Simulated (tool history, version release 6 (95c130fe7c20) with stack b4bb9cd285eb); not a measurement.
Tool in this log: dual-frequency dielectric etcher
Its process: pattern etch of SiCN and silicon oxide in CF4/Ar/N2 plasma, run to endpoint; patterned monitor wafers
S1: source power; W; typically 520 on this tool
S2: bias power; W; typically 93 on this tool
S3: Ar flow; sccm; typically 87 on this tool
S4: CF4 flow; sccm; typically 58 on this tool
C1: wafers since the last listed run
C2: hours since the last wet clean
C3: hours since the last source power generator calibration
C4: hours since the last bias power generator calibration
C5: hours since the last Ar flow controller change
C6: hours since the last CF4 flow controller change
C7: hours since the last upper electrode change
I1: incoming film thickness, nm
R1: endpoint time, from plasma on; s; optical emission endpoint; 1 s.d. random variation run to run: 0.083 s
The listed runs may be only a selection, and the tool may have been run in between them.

Run 1, hour 0: usual settings; C1 0; C2 71.4; C3 3722; C4 4089.5; C5 2144.3; C6 2617.5; C7 4; I1 11.92. Result: R1 11.2 s.
Run 2, hour 30: usual settings; C1 408; C2 101.4; C3 3752; C4 4119.5; C5 2174.3; C6 2647.5; C7 34; I1 12.05. Result: R1 11.2 s.
Run 3, hour 58.4: usual settings but S4 62 sccm; C1 387; C2 129.8; C3 3780.4; C4 4147.9; C5 2202.7; C6 2675.9; C7 62.4; I1 12.07. Result: R1 11.1 s.
Run 4, hour 91.7: usual settings but S1 490 W, S2 99 W; C1 453; C2 163.1; C3 3813.7; C4 4181.2; C5 2236; C6 2709.2; C7 95.7; I1 12.05. Result: R1 11.3 s.
Run 5, hour 107.7: usual settings but S3 94 sccm, S4 66 sccm; C1 218; C2 179.1; C3 3829.7; C4 4197.2; C5 2252; C6 2725.2; C7 111.7; I1 12. Result: R1 11.1 s.
Run 6, hour 131.6: usual settings but S1 610 W, S3 73 sccm; C1 325; C2 203; C3 3853.6; C4 4221.1; C5 2275.9; C6 2749.1; C7 135.6; I1 12.09. Result: R1 9.8 s.
Run 7, hour 162.8: usual settings; C1 425; C2 234.2; C3 3884.8; C4 4252.3; C5 2307.1; C6 2780.3; C7 166.8; I1 11.91. Result: R1 11.1 s.
Run 8, hour 189.9: usual settings but S3 106 sccm; C1 369; C2 261.3; C3 3911.9; C4 4279.4; C5 2334.2; C6 2807.4; C7 193.9; I1 12.04. Result: R1 11.7 s.
Run 9, hour 210: usual settings; C1 273; C2 281.4; C3 3932; C4 4299.5; C5 2354.3; C6 2827.5; C7 214; I1 11.95. Result: R1 11.1 s.
At hour 216.1: source power generator calibrated.
Run 10, hour 242.9: usual settings but S2 114 W, S3 96 sccm; C1 393; C2 314.3; C3 26.8; C4 4332.4; C5 2387.2; C6 2860.4; C7 246.9; I1 12.02. Result: R1 10.3 s.
At hour 269: wet clean of the chamber.
At hour 276.5: CF4 flow controller replaced.
Run 11, hour 277: usual settings but S1 480 W, S3 97 sccm; C1 55; C2 8; C3 60.9; C4 4366.5; C5 2421.3; C6 0.5; C7 281; I1 11.99. Result: R1 12 s.
Run 12, hour 287.5: usual settings but S2 71 W, S3 104 sccm; C1 143; C2 18.5; C3 71.4; C4 4377; C5 2431.8; C6 11; C7 291.5; I1 11.89. Result: R1 13.2 s.
Run 13, hour 312: usual settings; C1 333; C2 43; C3 95.9; C4 4401.5; C5 2456.3; C6 35.5; C7 316; I1 12.12. Result: R1 11.4 s.
At hour 328.9: Ar flow controller replaced.
Run 14, hour 341.8: usual settings; C1 324; C2 72.8; C3 125.7; C4 4431.3; C5 12.9; C6 65.3; C7 345.8; I1 12.07. Result: R1 11.5 s.
Run 15, hour 426.5: usual settings but S2 111 W, S3 104 sccm, S4 44 sccm; C1 1154; C2 157.5; C3 210.4; C4 4516; C5 97.6; C6 150; C7 430.5; I1 12.02. Result: R1 11.3 s.
At hour 441.8: bias power generator calibrated.
Run 16, hour 457.5: usual settings but S1 470 W, S3 65 sccm; C1 367; C2 188.5; C3 241.4; C4 15.7; C5 128.6; C6 181; C7 461.5; I1 11.93. Result: R1 10.9 s.
Run 17, hour 502.6: usual settings but S1 430 W; C1 614; C2 233.6; C3 286.5; C4 60.8; C5 173.7; C6 226.1; C7 506.6; I1 12.05. Result: R1 12.3 s.
Run 18, hour 525.5: usual settings; C1 312; C2 256.5; C3 309.4; C4 83.7; C5 196.6; C6 249; C7 529.5; I1 12.04. Result: R1 11.2 s.
Run 19, hour 551.5: usual settings; C1 354; C2 282.5; C3 335.4; C4 109.7; C5 222.6; C6 275; C7 555.5; I1 12.15. Result: R1 11.1 s.
Run 20, hour 570.8: usual settings but S1 550 W, S3 94 sccm, S4 50 sccm; C1 263; C2 301.8; C3 354.7; C4 129; C5 241.9; C6 294.3; C7 574.8; I1 11.95. Result: R1 11.3 s.
Run 21, hour 598.8: usual settings but S2 78 W; C1 381; C2 329.8; C3 382.7; C4 157; C5 269.9; C6 322.3; C7 602.8; I1 11.91. Result: R1 11.7 s.
Run 22, hour 625.5: usual settings but S3 71 sccm; C1 363; C2 356.5; C3 409.4; C4 183.7; C5 296.6; C6 349; C7 629.5; I1 12.01. Result: R1 10.5 s.
Run 23, hour 639.6: usual settings but S1 560 W, S3 106 sccm; C1 192; C2 370.6; C3 423.5; C4 197.8; C5 310.7; C6 363.1; C7 643.6; I1 12.02. Result: R1 11.1 s.
At hour 721: wet clean of the chamber.
Run 24, hour 721.5: usual settings but S1 450 W, S2 80 W; C1 789; C2 0.5; C3 505.4; C4 279.7; C5 392.6; C6 445; C7 725.5; I1 12.08. Result: R1 13 s.

What differs in the tool's unlogged condition from the final listed run ahead of each entry between runs to the first listed run following it?
Logged between run 9 and run 10: source power generator calibrated (hour 216.1)
  etch rate over this chamber's usual, %: 2.52 -> 2.77
Logged between run 10 and run 11: wet clean of the chamber (hour 269); CF4 flow controller replaced (hour 276.5)
  etch rate over this chamber's usual, %: 2.77 -> 0.189
Logged between run 13 and run 14: Ar flow controller replaced (hour 328.9)
  etch rate over this chamber's usual, %: 0.46 -> 0.691
Logged between run 15 and run 16: bias power generator calibrated (hour 441.8)
  etch rate over this chamber's usual, %: 1.35 -> 1.59
Logged between run 23 and run 24: wet clean of the chamber (hour 721)
  etch rate over this chamber's usual, %: 3 -> 0.344
